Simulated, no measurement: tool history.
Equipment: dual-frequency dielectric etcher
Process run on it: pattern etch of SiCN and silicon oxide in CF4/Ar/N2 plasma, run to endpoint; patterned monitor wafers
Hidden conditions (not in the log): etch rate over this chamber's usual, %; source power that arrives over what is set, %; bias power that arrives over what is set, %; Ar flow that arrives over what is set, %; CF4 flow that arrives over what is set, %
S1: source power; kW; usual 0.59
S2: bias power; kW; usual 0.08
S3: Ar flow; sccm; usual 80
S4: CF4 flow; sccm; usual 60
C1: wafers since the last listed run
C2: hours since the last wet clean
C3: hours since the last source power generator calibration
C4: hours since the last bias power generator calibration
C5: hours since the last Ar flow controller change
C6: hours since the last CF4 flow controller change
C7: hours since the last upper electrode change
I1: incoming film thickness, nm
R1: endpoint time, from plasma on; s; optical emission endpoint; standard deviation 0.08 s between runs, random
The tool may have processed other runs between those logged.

run,hour,S1,S2,S3,S4,C1,C2,C3,C4,C5,C6,C7,I1,R1
1,0,0.59,0.08,80,60,0,403,2013.7,3985.8,5871.8,4982.2,4068.3,12.94,11.5
2,13.6,0.59,0.08,80,60,211,416.6,2027.3,3999.4,5885.4,4995.8,4081.9,12.9,11.5
3,29.1,0.59,0.08,80,60,241,432.1,2042.8,4014.9,5900.9,5011.3,4097.4,12.94,11.5
4,40.3,0.59,0.09,64,60,174,443.3,2054,4026.1,5912.1,5022.5,4108.6,13.11,10.7
5,52.2,0.59,0.08,80,60,185,455.2,2065.9,4038,5924,5034.4,4120.5,13.03,11.7
6,63.4,0.59,0.08,80,60,174,466.4,2077.1,4049.2,5935.2,5045.6,4131.7,13.04,11.4
# hour 85: Ar flow controller replaced
7,85.5,0.59,0.08,80,60,250,488.5,2099.2,4071.3,0.5,5067.7,4153.8,12.92,11.6
8,94.8,0.59,0.08,80,60,144,497.8,2108.5,4080.6,9.8,5077,4163.1,13.05,11.7
# hour 108.3: CF4 flow controller replaced
# hour 110.3: source power generator calibrated
# hour 112.9: bias power generator calibrated
9,113.4,0.59,0.08,80,60,123,516.4,3.1,0.5,28.4,5.1,4181.7,13.08,11.8
10,116,0.59,0.08,80,60,40,519,5.7,3.1,31,7.7,4184.3,12.95,11.6
# hour 148.1: wet clean of the chamber
11,148.6,0.7,0.072,62,56,133,0.5,38.3,35.7,63.6,40.3,4216.9,12.94,10.4
12,148.9,0.49,0.08,80,70,4,0.8,38.6,36,63.9,40.6,4217.2,13,12
# hour 173.9: upper electrode replaced
13,174.4,0.59,0.094,63,48,23,26.3,64.1,61.5,89.4,66.1,0.5,12.89,10.6
14,174.8,0.59,0.08,80,60,6,26.7,64.5,61.9,89.8,66.5,0.9,12.97,11.1
15,218.6,0.45,0.065,90,53,681,70.5,108.3,105.7,133.6,110.3,44.7,13.07,15.2
16,228.8,0.68,0.08,80,60,158,80.7,118.5,115.9,143.8,120.5,54.9,12.96,10.4
17,237.2,0.5,0.08,80,60,130,89.1,126.9,124.3,152.2,128.9,63.3,13.05,12.3
18,282.3,0.59,0.08,80,60,702,134.2,172,169.4,197.3,174,108.4,12.85,11.3
19,288.4,0.68,0.08,65,60,94,140.3,178.1,175.5,203.4,180.1,114.5,13.02,10.2
20,304.4,0.69,0.08,80,67,249,156.3,194.1,191.5,219.4,196.1,130.5,12.99,10.1
21,321.4,0.63,0.08,69,60,264,173.3,211.1,208.5,236.4,213.1,147.5,13,10.8
22,334.3,0.59,0.08,98,53,200,186.2,224,221.4,249.3,226,160.4,12.89,12.1
23,346.3,0.59,0.08,69,68,186,198.2,236,233.4,261.3,238,172.4,12.98,10.9

Measured less the same run without the tool's hidden state. The same run-to-run variation is in both; the gauge's scatter may not be:
run,R1
1,+0.4
2,+0.4
3,+0.4
4,+0.4
5,+0.4
6,+0.4
7,+0.5
8,+0.5
9,+0.5
10,+0.5
11,+0
12,+0.1
13,+0.1
14,+0.1
15,+0.3
16,+0.2
17,+0.2
18,+0.2
19,+0.2
20,+0.3
21,+0.2
22,+0.3
23,+0.3
